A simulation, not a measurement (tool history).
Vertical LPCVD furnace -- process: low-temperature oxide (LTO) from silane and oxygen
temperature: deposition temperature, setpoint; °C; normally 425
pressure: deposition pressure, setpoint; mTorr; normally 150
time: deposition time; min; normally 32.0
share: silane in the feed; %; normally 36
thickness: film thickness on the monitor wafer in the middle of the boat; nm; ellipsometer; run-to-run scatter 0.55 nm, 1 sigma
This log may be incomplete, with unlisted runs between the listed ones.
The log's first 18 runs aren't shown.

run    hour  temperature  pressure  time  share  read-back reference wafer on the same gauge, thickness  thickness
 19  1721.8          421       150  44.5     36                                                  225.09     338.66
     2025.3  -- thermocouples replaced and temperature profile calibrated
 20  2037.1          425       175  32.0     36                                                  224.89     292.87
 21  2144.6          433       150  37.0     36                                                  225.02     315.36
 22  2182.1          425       165  44.5     33                                                  224.92     343.26
 23  2231.3          431       150  36.5     36                                                  225.06     306.35
 24  2312.5          418       185  42.0     36                                                  224.97     378.80
 25  2348.6          425       150  26.5     36                                                  224.97     208.99
 26  2389.4          425       150  32.0     36                                                  224.80     250.47
 27  2429.5          436       150  41.0     32                                                  224.93     310.48
 28  2522.6          425       150  32.0     36                                                  224.91     251.59
 29  2756.7          415       115  37.5     30                                                  225.08     159.48
 30  2800.7          425       150  32.0     36                                                  224.95     252.11
 31  2893.9          425       185  22.0     29                                                  224.99     159.95
 32  2998.4          435       150  38.5     36                                                  224.90     334.73

Predict each of these 3 candidate next runs independently; none follows another, all start after run 32:
  A  3002.2          414       150  32.0     36                                                       ?          ?
  B  3002.2          434       150  24.5     36                                                       ?          ?
  C  3002.2          418       160  32.0     40                                                       ?          ?

run  read-back reference wafer on the same gauge, thickness  thickness
  A                                                  224.92     224.80
  B                                                  224.92     211.72
  C                                                  224.92     283.65
With no hidden state in the tool, these same runs would have given:
run  thickness
  A     223.46
  B     210.54
  C     282.11

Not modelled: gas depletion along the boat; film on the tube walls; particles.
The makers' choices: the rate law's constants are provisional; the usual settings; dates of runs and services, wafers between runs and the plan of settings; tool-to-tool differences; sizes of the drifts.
